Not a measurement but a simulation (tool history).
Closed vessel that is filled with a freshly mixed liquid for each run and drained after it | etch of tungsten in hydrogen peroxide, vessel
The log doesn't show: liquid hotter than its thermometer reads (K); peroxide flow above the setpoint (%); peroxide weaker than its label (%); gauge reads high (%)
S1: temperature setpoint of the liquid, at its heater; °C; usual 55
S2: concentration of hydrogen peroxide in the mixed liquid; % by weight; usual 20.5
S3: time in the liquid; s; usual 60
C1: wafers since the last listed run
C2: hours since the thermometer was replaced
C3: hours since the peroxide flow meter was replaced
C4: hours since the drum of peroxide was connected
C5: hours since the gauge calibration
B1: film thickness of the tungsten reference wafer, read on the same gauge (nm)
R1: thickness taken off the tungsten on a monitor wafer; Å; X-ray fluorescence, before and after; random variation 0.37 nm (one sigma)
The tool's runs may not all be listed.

| run | day | S1 | S2 | S3 | C1 | C2 | C3 | C4 | C5 | B1 | R1 |
|---|---|---|---|---|---|---|---|---|---|---|---|
| 1 | 0 | 55 | 23 | 60 | 0 | 2598.1 | 628.2 | 61 | 582.2 | 80.02 | 774.1 |
| 2 | 1.938 | 55 | 20.5 | 60 | 3910 | 2644.6 | 674.7 | 107.5 | 628.7 | 80.03 | 731.2 |
| 3 | 3.771 | 55 | 20.5 | 60 | 3700 | 2688.6 | 718.7 | 151.5 | 672.7 | 80 | 724.7 |
| 4 | 4.946 | 55 | 20.5 | 60 | 2371 | 2716.8 | 746.9 | 179.7 | 700.9 | 79.99 | 724.7 |
| 5 | 6.558 | 55 | 20.5 | 60 | 3254 | 2755.5 | 785.6 | 218.4 | 739.6 | 80.01 | 717.8 |
| 6 | 7.846 | 55 | 20.5 | 60 | 2598 | 2786.4 | 816.5 | 249.3 | 770.5 | 79.98 | 716.2 |
| 7 | 9.3 | 55 | 20.5 | 60 | 2935 | 2821.3 | 851.4 | 284.2 | 805.4 | 80 | 712.2 |
| 8 | 10.854 | 55 | 20.5 | 60 | 3137 | 2858.6 | 888.7 | 321.5 | 842.7 | 80.05 | 714.6 |
| 9 | 12.042 | 55 | 17 | 60 | 2397 | 2887.1 | 917.2 | 350 | 871.2 | 79.99 | 659.2 |
| 10 | 14.8 | 55 | 20.5 | 60 | 5567 | 2953.3 | 983.4 | 416.2 | 937.4 | 79.99 | 712.7 |
| 11 | 16.404 | 55 | 20.5 | 60 | 3238 | 2991.8 | 1021.9 | 454.7 | 975.9 | 79.96 | 720.5 |
|  | 16.604 | new drum of peroxide connected |
| 12 | 17.858 | 55 | 18.5 | 30 | 2851 | 3026.7 | 1056.8 | 30.1 | 1010.8 | 79.98 | 351.6 |
|  | 17.988 | gauge calibrated |
| 13 | 20.392 | 51.5 | 23.5 | 30 | 5113 | 3087.5 | 1117.6 | 90.9 | 57.7 | 79.97 | 322.2 |
| 14 | 22.404 | 55 | 20.5 | 60 | 4062 | 3135.8 | 1165.9 | 139.2 | 106 | 79.99 | 737.8 |
| 15 | 24.267 | 55 | 20.5 | 60 | 3759 | 3180.5 | 1210.6 | 183.9 | 150.7 | 80.03 | 740.7 |
|  | 24.371 | peroxide flow meter replaced |
| 16 | 26.867 | 55 | 18 | 60 | 5164 | 3242.9 | 59.9 | 246.3 | 213.1 | 79.96 | 685.7 |
|  | 29.567 | thermometer replaced |
| 17 | 31.817 | 52.5 | 20.5 | 85 | 9907 | 54 | 178.7 | 365.1 | 331.9 | 80 | 778.9 |
|  | 36.292 | new drum of peroxide connected |
| 18 | 37.283 | 63 | 22.5 | 90 | 10950 | 185.2 | 309.9 | 23.8 | 463.1 | 79.94 | 1647.9 |
| 19 | 40.225 | 49 | 23.5 | 90 | 5937 | 255.8 | 380.5 | 94.4 | 533.7 | 80.01 | 727.5 |

The next listed run, before its measurement:
| 20 | 42.121 | 51 | 15.5 | 60 | 3826 | 301.3 | 426 | 139.9 | 579.2 | ? | ? |

{"run 20": {"B1": 80.03, "R1": 452.9}}
Without the tool's hidden state the same run would have given R1 451.3 Å.
